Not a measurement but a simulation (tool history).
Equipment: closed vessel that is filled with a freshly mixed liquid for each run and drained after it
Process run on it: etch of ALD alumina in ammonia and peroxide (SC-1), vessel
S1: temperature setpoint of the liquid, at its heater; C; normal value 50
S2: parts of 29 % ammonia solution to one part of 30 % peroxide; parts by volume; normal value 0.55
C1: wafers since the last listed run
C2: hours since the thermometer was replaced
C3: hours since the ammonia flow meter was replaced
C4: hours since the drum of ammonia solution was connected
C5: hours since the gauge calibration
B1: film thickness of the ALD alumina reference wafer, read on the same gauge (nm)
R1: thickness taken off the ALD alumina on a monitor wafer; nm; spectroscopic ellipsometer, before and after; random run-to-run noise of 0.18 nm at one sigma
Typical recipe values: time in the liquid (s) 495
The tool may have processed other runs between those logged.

run 1 hour=0 | S1=57.5 S2=0.75 time_in_the_liquid_(s)=495 | C1=0 C2=2390.5 C3=1823 C4=932.9 C5=214.5 | B1=39.98 | R1=50.53
run 2 hour=6.4 | S1=50 S2=0.55 time_in_the_liquid_(s)=495 | C1=556 C2=2396.9 C3=1829.4 C4=939.3 C5=220.9 | B1=40.02 | R1=33.04
run 3 hour=16.3 | S1=50 S2=0.55 time_in_the_liquid_(s)=495 | C1=860 C2=2406.8 C3=1839.3 C4=949.2 C5=230.8 | B1=40.02 | R1=33.14
run 4 hour=30.8 | S1=50 S2=0.55 time_in_the_liquid_(s)=495 | C1=1259 C2=2421.3 C3=1853.8 C4=963.7 C5=245.3 | B1=39.99 | R1=33.32
run 5 hour=38.8 | S1=50 S2=0.55 time_in_the_liquid_(s)=495 | C1=695 C2=2429.3 C3=1861.8 C4=971.7 C5=253.3 | B1=40.01 | R1=33.22
run 6 hour=56.3 | S1=50 S2=0.55 time_in_the_liquid_(s)=600 | C1=1520 C2=2446.8 C3=1879.3 C4=989.2 C5=270.8 | B1=40 | R1=39.99
run 7 hour=63.9 | S1=50 S2=0.55 time_in_the_liquid_(s)=600 | C1=660 C2=2454.4 C3=1886.9 C4=996.8 C5=278.4 | B1=39.99 | R1=40.04
run 8 hour=74.1 | S1=50 S2=0.55 time_in_the_liquid_(s)=560 | C1=886 C2=2464.6 C3=1897.1 C4=1007 C5=288.6 | B1=40.02 | R1=37.82
run 9 hour=81.5 | S1=50 S2=0.55 time_in_the_liquid_(s)=560 | C1=642 C2=2472 C3=1904.5 C4=1014.4 C5=296 | B1=39.99 | R1=37.02
run 10 hour=88.3 | S1=58.5 S2=0.45 time_in_the_liquid_(s)=230 | C1=590 C2=2478.8 C3=1911.3 C4=1021.2 C5=302.8 | B1=40.01 | R1=23.75
run 11 hour=95.4 | S1=57.5 S2=0.55 time_in_the_liquid_(s)=495 | C1=616 C2=2485.9 C3=1918.4 C4=1028.3 C5=309.9 | B1=40.03 | R1=49.55
run 12 hour=112 | S1=42.5 S2=0.45 time_in_the_liquid_(s)=405 | C1=1442 C2=2502.5 C3=1935 C4=1044.9 C5=326.5 | B1=40 | R1=17.44
run 13 hour=119.3 | S1=44.5 S2=0.75 time_in_the_liquid_(s)=495 | C1=634 C2=2509.8 C3=1942.3 C4=1052.2 C5=333.8 | B1=39.99 | R1=25.05
-- hour=134.2 gauge calibrated
run 14 hour=140.6 | S1=53 S2=0.75 time_in_the_liquid_(s)=215 | C1=1850 C2=2531.1 C3=1963.6 C4=1073.5 C5=6.4 | B1=40 | R1=17.17
run 15 hour=154.7 | S1=54.5 S2=0.7 time_in_the_liquid_(s)=395 | C1=1225 C2=2545.2 C3=1977.7 C4=1087.6 C5=20.5 | B1=40.02 | R1=34.51
-- hour=155.9 thermometer replaced
run 16 hour=162.4 | S1=53 S2=0.3 time_in_the_liquid_(s)=705 | C1=582 C2=6.5 C3=1985.4 C4=1095.3 C5=28.2 | B1=40 | R1=52.61
run 17 hour=177 | S1=41.5 S2=0.75 time_in_the_liquid_(s)=495 | C1=1268 C2=21.1 C3=2000 C4=1109.9 C5=42.8 | B1=40 | R1=21.16
run 18 hour=186.3 | S1=50 S2=0.55 time_in_the_liquid_(s)=495 | C1=808 C2=30.4 C3=2009.3 C4=1119.2 C5=52.1 | B1=40 | R1=33.44
run 19 hour=197.6 | S1=44 S2=0.8 time_in_the_liquid_(s)=495 | C1=981 C2=41.7 C3=2020.6 C4=1130.5 C5=63.4 | B1=39.99 | R1=24.46
run 20 hour=212.7 | S1=50 S2=0.55 time_in_the_liquid_(s)=495 | C1=1312 C2=56.8 C3=2035.7 C4=1145.6 C5=78.5 | B1=40 | R1=32.79
run 21 hour=229.4 | S1=54.5 S2=0.7 time_in_the_liquid_(s)=395 | C1=1451 C2=73.5 C3=2052.4 C4=1162.3 C5=95.2 | B1=40.01 | R1=34.72
-- hour=230.8 ammonia flow meter replaced
-- hour=238 new drum of ammonia solution connected
run 22 hour=239.8 | S1=56.5 S2=0.4 time_in_the_liquid_(s)=605 | C1=729 C2=83.9 C3=9 C4=1.8 C5=105.6 | B1=40 | R1=54.84
run 23 hour=256.5 | S1=59 S2=0.35 time_in_the_liquid_(s)=600 | C1=1451 C2=100.6 C3=25.7 C4=18.5 C5=122.3 | B1=39.99 | R1=62.02
run 24 hour=305.2 | S1=50 S2=0.55 time_in_the_liquid_(s)=495 | C1=4231 C2=149.3 C3=74.4 C4=67.2 C5=171 | B1=40.01 | R1=33.05
run 25 hour=318.7 | S1=44 S2=0.7 time_in_the_liquid_(s)=750 | C1=1173 C2=162.8 C3=87.9 C4=80.7 C5=184.5 | B1=40.01 | R1=36.83
run 26 hour=334.7 | S1=50 S2=0.4 time_in_the_liquid_(s)=495 | C1=1390 C2=178.8 C3=103.9 C4=96.7 C5=200.5 | B1=39.99 | R1=32.27
run 27 hour=349.1 | S1=55.5 S2=0.75 time_in_the_liquid_(s)=780 | C1=1251 C2=193.2 C3=118.3 C4=111.1 C5=214.9 | B1=40 | R1=71.97
run 28 hour=361.9 | S1=44.5 S2=0.4 time_in_the_liquid_(s)=600 | C1=1112 C2=206 C3=131.1 C4=123.9 C5=227.7 | B1=40.01 | R1=28.65
run 29 hour=377.8 | S1=57 S2=0.55 time_in_the_liquid_(s)=495 | C1=1381 C2=221.9 C3=147 C4=139.8 C5=243.6 | B1=40.03 | R1=48.1

What differs in the tool's unlogged condition from the final listed run ahead of each entry between runs to the first listed run following it?
Runs 13 to 14: gauge calibrated (hour 134.2)
  nothing in the hidden state changes from one run to the other
Runs 15 to 16: thermometer replaced (hour 155.9)
  nothing in the hidden state changes from one run to the other
Runs 21 to 22: ammonia flow meter replaced (hour 230.8); new drum of ammonia solution connected (hour 238)
  nothing in the hidden state changes from one run to the other
